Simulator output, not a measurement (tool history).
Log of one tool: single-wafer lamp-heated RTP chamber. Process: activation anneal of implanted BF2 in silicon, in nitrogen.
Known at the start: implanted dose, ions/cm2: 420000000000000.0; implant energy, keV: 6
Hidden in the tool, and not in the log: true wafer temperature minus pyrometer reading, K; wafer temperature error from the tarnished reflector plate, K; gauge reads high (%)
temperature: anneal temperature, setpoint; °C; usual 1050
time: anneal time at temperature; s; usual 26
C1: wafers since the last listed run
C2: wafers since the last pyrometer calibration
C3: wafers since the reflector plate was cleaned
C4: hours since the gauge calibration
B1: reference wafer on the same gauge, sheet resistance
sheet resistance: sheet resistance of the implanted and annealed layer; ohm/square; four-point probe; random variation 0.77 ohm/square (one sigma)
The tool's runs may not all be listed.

run 1 hour=0 | temperature=1050 time=37 | C1=0 C2=3073 C3=6699 C4=1005.2 | B1=248.07 | sheet_resistance=285.48
run 2 hour=60.9 | temperature=1050 time=37 | C1=697 C2=3771 C3=7396 C4=1066.1 | B1=247.94 | sheet_resistance=284.66
-- hour=302.6 pyrometer window cleaned and pyrometer calibrated
run 3 hour=364.2 | temperature=1050 time=37 | C1=3379 C2=705 C3=10776 C4=1369.4 | B1=248.19 | sheet_resistance=282.47
run 4 hour=468.9 | temperature=1065 time=26 | C1=1198 C2=1903 C3=11974 C4=1474.1 | B1=248.2 | sheet_resistance=284.41
-- hour=532 reflector plate cleaned
run 5 hour=568.1 | temperature=1065 time=26 | C1=1043 C2=2947 C3=412 C4=1573.3 | B1=247.98 | sheet_resistance=286.93
run 6 hour=741.7 | temperature=1060 time=26 | C1=1987 C2=4934 C3=2399 C4=1746.9 | B1=247.9 | sheet_resistance=288.89
run 7 hour=817.7 | temperature=1060 time=26 | C1=869 C2=5804 C3=3269 C4=1822.9 | B1=247.99 | sheet_resistance=289.89
run 8 hour=865.2 | temperature=1050 time=26 | C1=543 C2=6348 C3=3813 C4=1870.4 | B1=247.62 | sheet_resistance=299.68
-- hour=955.5 pyrometer window cleaned and pyrometer calibrated
run 9 hour=956 | temperature=1050 time=26 | C1=947 C2=5 C3=4761 C4=1961.2 | B1=248.09 | sheet_resistance=298.81
run 10 hour=1001.3 | temperature=1050 time=26 | C1=518 C2=524 C3=5279 C4=2006.5 | B1=247.92 | sheet_resistance=298.77
-- hour=1048.8 gauge calibrated
run 11 hour=1102.1 | temperature=1050 time=38 | C1=1153 C2=1678 C3=6433 C4=53.3 | B1=247.88 | sheet_resistance=283.48
run 12 hour=1160.5 | temperature=1050 time=38 | C1=668 C2=2346 C3=7101 C4=111.7 | B1=248.19 | sheet_resistance=284.72
run 13 hour=1244.5 | temperature=1036 time=26 | C1=961 C2=3308 C3=8063 C4=195.7 | B1=247.98 | sheet_resistance=317.66
run 14 hour=1322.9 | temperature=1036 time=26 | C1=897 C2=4205 C3=8960 C4=274.1 | B1=247.94 | sheet_resistance=317.85
run 15 hour=1389.9 | temperature=1036 time=26 | C1=766 C2=4972 C3=9727 C4=341.1 | B1=247.9 | sheet_resistance=317.94
run 16 hour=1490.7 | temperature=1058 time=37 | C1=1153 C2=6126 C3=10881 C4=441.9 | B1=247.93 | sheet_resistance=278.75
-- hour=1531.7 pyrometer window cleaned and pyrometer calibrated
run 17 hour=1559.8 | temperature=1050 time=26 | C1=699 C2=321 C3=11580 C4=511 | B1=247.97 | sheet_resistance=297.45
run 18 hour=1606.2 | temperature=1050 time=19 | C1=531 C2=852 C3=12111 C4=557.4 | B1=247.78 | sheet_resistance=312.18
run 19 hour=1669.6 | temperature=1021 time=14 | C1=725 C2=1577 C3=12837 C4=620.8 | B1=248.29 | sheet_resistance=364.76
-- hour=1706.8 reflector plate cleaned
run 20 hour=1722.3 | temperature=1071 time=26 | C1=511 C2=2089 C3=177 C4=673.5 | B1=247.89 | sheet_resistance=283.18
run 21 hour=1796.3 | temperature=1050 time=17 | C1=846 C2=2936 C3=1024 C4=747.5 | B1=248.04 | sheet_resistance=320.09
run 22 hour=1846.3 | temperature=1050 time=26 | C1=572 C2=3508 C3=1596 C4=797.5 | B1=248.23 | sheet_resistance=301.01
run 23 hour=1903.4 | temperature=1050 time=26 | C1=653 C2=4162 C3=2250 C4=854.6 | B1=247.98 | sheet_resistance=301.63
run 24 hour=1995.6 | temperature=1060 time=26 | C1=1055 C2=5217 C3=3305 C4=946.8 | B1=248.06 | sheet_resistance=289.88
run 25 hour=2095.1 | temperature=1050 time=26 | C1=1138 C2=6356 C3=4444 C4=1046.3 | B1=248.01 | sheet_resistance=299.2
-- hour=2156 pyrometer window cleaned and pyrometer calibrated
run 26 hour=2173.5 | temperature=1031 time=26 | C1=805 C2=199 C3=5250 C4=1124.7 | B1=248 | sheet_resistance=327.73
run 27 hour=2226.4 | temperature=1070 time=26 | C1=605 C2=805 C3=5855 C4=1177.6 | B1=247.9 | sheet_resistance=282.43
run 28 hour=2292.7 | temperature=1030 time=39 | C1=758 C2=1564 C3=6614 C4=1243.9 | B1=248.05 | sheet_resistance=312.09
run 29 hour=2377.5 | temperature=1050 time=26 | C1=970 C2=2534 C3=7585 C4=1328.7 | B1=247.96 | sheet_resistance=298.15
run 30 hour=2449 | temperature=1050 time=26 | C1=818 C2=3353 C3=8403 C4=1400.2 | B1=248.13 | sheet_resistance=297.87
run 31 hour=2523.3 | temperature=1065 time=39 | C1=850 C2=4203 C3=9254 C4=1474.5 | B1=247.94 | sheet_resistance=273.06
run 32 hour=2610.8 | temperature=1050 time=26 | C1=1001 C2=5205 C3=10255 C4=1562 | B1=247.76 | sheet_resistance=297.74
-- hour=2698.4 reflector plate cleaned
run 33 hour=2698.9 | temperature=1062 time=26 | C1=916 C2=6121 C3=5 C4=1650.1 | B1=247.83 | sheet_resistance=290.4
run 34 hour=2735.3 | temperature=1064 time=31 | C1=416 C2=6538 C3=421 C4=1686.5 | B1=248.26 | sheet_resistance=282.72
run 35 hour=2799.3 | temperature=1042 time=38 | C1=732 C2=7271 C3=1154 C4=1750.5 | B1=247.96 | sheet_resistance=295.91

The same runs without the tool's hidden state, with the same run-to-run variation:
run=1 sheet_resistance=289.39
run=2 sheet_resistance=288.68
run=3 sheet_resistance=286.83
run=4 sheet_resistance=287.65
run=5 sheet_resistance=287.33
run=6 sheet_resistance=290.66
run=7 sheet_resistance=292.06
run=8 sheet_resistance=302.96
run=9 sheet_resistance=302.53
run=10 sheet_resistance=302.67
run=11 sheet_resistance=287.02
run=12 sheet_resistance=288.39
run=13 sheet_resistance=323.72
run=14 sheet_resistance=324.11
run=15 sheet_resistance=324.33
run=16 sheet_resistance=281.36
run=17 sheet_resistance=302.43
run=18 sheet_resistance=317.68
run=19 sheet_resistance=370.06
run=20 sheet_resistance=283.31
run=21 sheet_resistance=321.38
run=22 sheet_resistance=302.76
run=23 sheet_resistance=303.89
run=24 sheet_resistance=292
run=25 sheet_resistance=302.68
run=26 sheet_resistance=332.85
run=27 sheet_resistance=284.48
run=28 sheet_resistance=318.09
run=29 sheet_resistance=302.56
run=30 sheet_resistance=302.42
run=31 sheet_resistance=274.44
run=32 sheet_resistance=302.53
run=33 sheet_resistance=290.44
run=34 sheet_resistance=283
run=35 sheet_resistance=297.5
